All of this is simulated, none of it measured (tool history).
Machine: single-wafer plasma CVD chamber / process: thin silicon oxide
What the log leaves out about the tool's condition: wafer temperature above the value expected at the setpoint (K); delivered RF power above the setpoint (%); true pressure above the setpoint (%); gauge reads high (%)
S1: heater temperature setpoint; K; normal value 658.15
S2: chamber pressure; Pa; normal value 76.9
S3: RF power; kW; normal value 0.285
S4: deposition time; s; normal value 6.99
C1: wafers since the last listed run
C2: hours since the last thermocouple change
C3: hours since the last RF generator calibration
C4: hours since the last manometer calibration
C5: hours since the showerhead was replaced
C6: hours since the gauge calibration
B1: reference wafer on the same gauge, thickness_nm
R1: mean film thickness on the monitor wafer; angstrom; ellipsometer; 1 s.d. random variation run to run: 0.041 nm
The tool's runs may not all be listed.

run    hour      S1    S2     S3    S4    C1      C2      C3      C4      C5      C6     B1      R1
  1     0.0  658.15  86.0  0.310  6.99     0  1215.7  1072.3  1319.8  6358.4    90.3  7.972  114.76
  2    93.9  658.15  86.0  0.310  6.99  1882  1309.6  1166.2  1413.7  6452.3   184.2  7.989  114.95
      102.8  -- capacitance manometer re-zeroed and calibrated
  3   187.3  658.15  76.9  0.285  6.99  1712  1403.0  1259.6    84.5  6545.7   277.6  8.008  100.06
  4   259.4  658.15  76.9  0.285  6.99  1445  1475.1  1331.7   156.6  6617.8   349.7  8.032  100.35
  5   345.8  658.15  76.9  0.285  6.99  1732  1561.5  1418.1   243.0  6704.2   436.1  8.053  100.38
  6   381.8  668.15  76.9  0.285  6.99   721  1597.5  1454.1   279.0  6740.2   472.1  8.057  100.33
  7   467.7  668.15  76.9  0.285  6.99  1722  1683.4  1540.0   364.9  6826.1   558.0  8.075  100.33
  8   527.5  668.15  76.9  0.285  6.99  1199  1743.2  1599.8   424.7  6885.9   617.8  8.077  100.99
  9   601.4  654.15  76.9  0.285  6.99  1481  1817.1  1673.7   498.6  6959.8   691.7  8.099  100.86
 10   677.2  654.15  76.9  0.285  6.99  1519  1892.9  1749.5   574.4  7035.6   767.5  8.138  101.99
 11   760.6  658.15  76.9  0.285  6.99  1672  1976.3  1832.9   657.8  7119.0   850.9  8.152  101.38
 12   811.0  658.15  76.9  0.285  6.99  1010  2026.7  1883.3   708.2  7169.4   901.3  8.148  102.04
 13   865.3  651.15  76.9  0.285  8.10  1088  2081.0  1937.6   762.5  7223.7   955.6  8.147  118.53
      917.3  -- showerhead replaced
 14   962.3  651.15  76.9  0.285  8.10  1784  2178.0  2034.6   859.5    45.0  1052.6  8.181  118.48
 15  1061.9  658.15  76.9  0.285  6.99  1997  2277.6  2134.2   959.1   144.6  1152.2  8.202  102.58
 16  1137.5  670.15  82.4  0.285  6.17  1515  2353.2  2209.8  1034.7   220.2  1227.8  8.225   96.05
     1172.5  -- RF generator calibrated
 17  1180.8  664.15  92.5  0.285  5.93   707  2396.5     8.3  1078.0   263.5  1271.1  8.235  104.02

Expected results for the next run?
 18  1224.3  665.15  76.9  0.235  5.78  872  2440.0  51.8  1121.5  307.0  1314.6   ?   ?

Run 18 produced B1 8.252, R1 78.40 angstrom.
If the tool had no hidden condition, the same run with the same run-to-run variation would have returned R1 75.20 angstrom.
